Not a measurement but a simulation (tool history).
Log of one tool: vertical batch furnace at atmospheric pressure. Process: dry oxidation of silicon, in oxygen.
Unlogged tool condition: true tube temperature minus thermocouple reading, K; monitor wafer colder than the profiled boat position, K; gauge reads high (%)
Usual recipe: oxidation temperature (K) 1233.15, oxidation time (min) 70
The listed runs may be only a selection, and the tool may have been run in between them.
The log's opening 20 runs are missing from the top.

run	day	oxidation temperature (K)	oxidation time (min)	wafers since the last listed run	hours since the last temperature calibration	hours since the boat lift was adjusted	hours since the gauge calibration	read-back reference wafer on the same gauge, thickness	oxide thickness on the monitor wafer (nm)
21	58.558	1233.15	70	921	254.3	633.1	207.2	61.59	56.32
22	61.646	1246.15	90.5	1134	328.4	707.2	281.3	61.6	71.15
23	65.5	1208.15	94	1416	420.9	799.7	373.8	61.6	56.42
24	68.146	1233.15	36.5	972	484.4	863.2	437.3	61.6	40.28
25	71.042	1255.15	85.5	1064	553.9	932.7	506.8	61.57	72.62
26	74.192	1233.15	96.5	1157	629.5	1008.3	582.4	61.6	67.79
27	75.942	1218.15	45.5	643	671.5	1050.3	624.4	61.62	40.97
28	77.838	1233.15	43.5	696	717	1095.8	669.9	61.58	43.98
29	80.229	1233.15	70	879	774.4	1153.2	727.3	61.6	56.37
30	83.883	1255.15	52	1343	862.1	1240.9	815	61.51	54.88
31	87.708	1252.15	95	1405	953.9	1332.7	906.8	61.58	76.2
32	89.392	1233.15	70	618	994.3	1373.1	947.2	61.51	56.39
33	91.583	1222.15	70	805	1046.9	1425.7	999.8	61.53	52.72
34	95.504	1214.15	70	1441	1141	1519.8	1093.9	61.49	50.06
35	98.058	1219.15	70	938	1202.3	1581.1	1155.2	61.51	51.8
36	102.412	1208.15	94	1600	1306.8	1685.6	1259.7	61.46	56.33
37	104.429	1253.15	97	741	1355.2	1734	1308.1	61.49	77.3
38	107.992	1233.15	103.5	1309	1440.7	1819.5	1393.6	61.45	70.32
39	111.312	1251.15	52	1220	1520.4	1899.2	1473.3	61.4	53.58

Each row is a separate what-if for the run after 39, all from the same tool condition, not one after another. Results?
A	111.517	1233.15	70	75	1525.3	1904.1	1478.2	?	?
B	111.517	1210.15	36.5	75	1525.3	1904.1	1478.2	?	?
C	111.517	1212.15	103.5	75	1525.3	1904.1	1478.2	?	?
D	111.517	1245.15	88.5	75	1525.3	1904.1	1478.2	?	?

run	read-back reference wafer on the same gauge, thickness	oxide thickness on the monitor wafer (nm)
A	61.43	56.22
B	61.43	35.39
C	61.43	60.99
D	61.43	69.39
Had the tool no hidden state, the same runs would have come out as:
run	oxide thickness on the monitor wafer (nm)
A	56.47
B	35.55
C	61.26
D	69.7
